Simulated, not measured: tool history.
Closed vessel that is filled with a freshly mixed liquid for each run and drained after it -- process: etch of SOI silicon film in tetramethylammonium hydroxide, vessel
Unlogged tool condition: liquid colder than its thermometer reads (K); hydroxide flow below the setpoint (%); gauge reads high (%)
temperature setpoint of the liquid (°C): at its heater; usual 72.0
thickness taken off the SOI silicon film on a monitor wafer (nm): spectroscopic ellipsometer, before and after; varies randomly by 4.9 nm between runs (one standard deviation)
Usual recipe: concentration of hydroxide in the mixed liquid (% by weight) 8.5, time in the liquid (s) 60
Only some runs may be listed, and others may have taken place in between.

run,hour,temperature setpoint of the liquid (°C),concentration of hydroxide in the mixed liquid (% by weight),time in the liquid (s),wafers since the last listed run,hours since the thermometer was replaced,hours since the hydroxide flow meter was replaced,hours since the gauge calibration,"read-back film thickness of the SOI silicon film reference wafer, read on the same gauge (nm)",thickness taken off the SOI silicon film on a monitor wafer (nm)
1,0.0,72.0,8.5,60,0,1324.7,403.1,1323.2,99.99,510.47
# hour 34.0: gauge calibrated
2,89.4,72.0,8.5,75,7312,1414.1,492.5,55.4,99.99,638.03
# hour 157.2: hydroxide flow meter replaced
3,182.3,72.0,8.5,75,7516,1507.0,25.1,148.3,100.01,635.44
4,267.7,72.0,8.5,75,6985,1592.4,110.5,233.7,100.00,640.87
5,309.8,76.5,7.5,60,3443,1634.5,152.6,275.8,100.00,684.34
6,409.4,76.5,7.5,60,8146,1734.1,252.2,375.4,99.97,692.53
7,491.2,76.5,8.5,60,6690,1815.9,334.0,457.2,100.00,650.20
8,537.1,72.0,8.5,60,3754,1861.8,379.9,503.1,99.99,503.15
# hour 618.2: hydroxide flow meter replaced
9,637.9,72.0,8.5,60,8162,1962.6,19.7,603.9,99.98,500.39
10,745.8,72.0,7.5,85,8825,2070.5,127.6,711.8,100.00,739.17
11,806.6,72.0,7.5,85,4972,2131.3,188.4,772.6,100.00,746.29
12,844.2,72.0,8.5,60,3075,2168.9,226.0,810.2,100.00,497.27
13,889.1,72.0,8.5,60,3672,2213.8,270.9,855.1,100.02,498.82
# hour 1048.4: hydroxide flow meter replaced
14,1107.9,78.5,8.5,50,17814,2432.6,59.5,1073.9,99.99,607.80
15,1149.6,72.0,8.5,45,3410,2474.3,101.2,1115.6,100.00,375.82
# hour 1184.4: thermometer replaced
16,1199.0,72.0,8.5,60,3958,14.6,150.6,1165.0,100.00,521.55
17,1236.9,79.5,7.0,60,3099,52.5,188.5,1202.9,99.99,845.04
18,1312.1,78.5,6.5,35,6150,127.7,263.7,1278.1,100.02,478.52
19,1413.4,72.0,9.5,35,8285,229.0,365.0,1379.4,100.00,290.74
# hour 1552.7: hydroxide flow meter replaced
# hour 1572.2: gauge calibrated
20,1657.8,72.0,10.0,60,19908,473.4,105.1,85.6,100.01,480.78
21,1724.4,72.0,8.5,60,5447,540.0,171.7,152.2,99.99,525.99
22,1764.8,76.5,7.5,60,3304,580.4,212.1,192.6,100.00,696.76
23,1862.9,76.5,8.5,70,8023,678.5,310.2,290.7,100.01,782.52
24,1940.4,72.0,9.0,60,6338,756.0,387.7,368.2,99.97,514.27
25,2024.2,74.0,9.5,30,6854,839.8,471.5,452.0,100.02,280.21
# hour 2087.1: hydroxide flow meter replaced
26,2293.3,72.0,8.5,80,21928,1108.9,206.2,721.1,99.98,680.31

5 options for the next run, each taken on its own from the tool as it stands now. Forecast them:
A,2294.0,72.0,8.5,85,57,1109.6,206.9,721.8,?,?
B,2294.0,64.0,7.5,30,57,1109.6,206.9,721.8,?,?
C,2294.0,72.0,11.0,40,57,1109.6,206.9,721.8,?,?
D,2294.0,72.0,7.5,40,57,1109.6,206.9,721.8,?,?
E,2294.0,75.5,8.5,60,57,1109.6,206.9,721.8,?,?

run,"read-back film thickness of the SOI silicon film reference wafer, read on the same gauge (nm)",thickness taken off the SOI silicon film on a monitor wafer (nm)
A,99.98,721.77
B,99.98,164.39
C,99.98,309.34
D,99.98,353.12
E,99.98,623.37
Stripped of hidden state, with their random variation kept, the same runs would have yielded:
run,thickness taken off the SOI silicon film on a monitor wafer (nm)
A,746.96
B,170.41
C,320.13
D,365.44
E,644.68

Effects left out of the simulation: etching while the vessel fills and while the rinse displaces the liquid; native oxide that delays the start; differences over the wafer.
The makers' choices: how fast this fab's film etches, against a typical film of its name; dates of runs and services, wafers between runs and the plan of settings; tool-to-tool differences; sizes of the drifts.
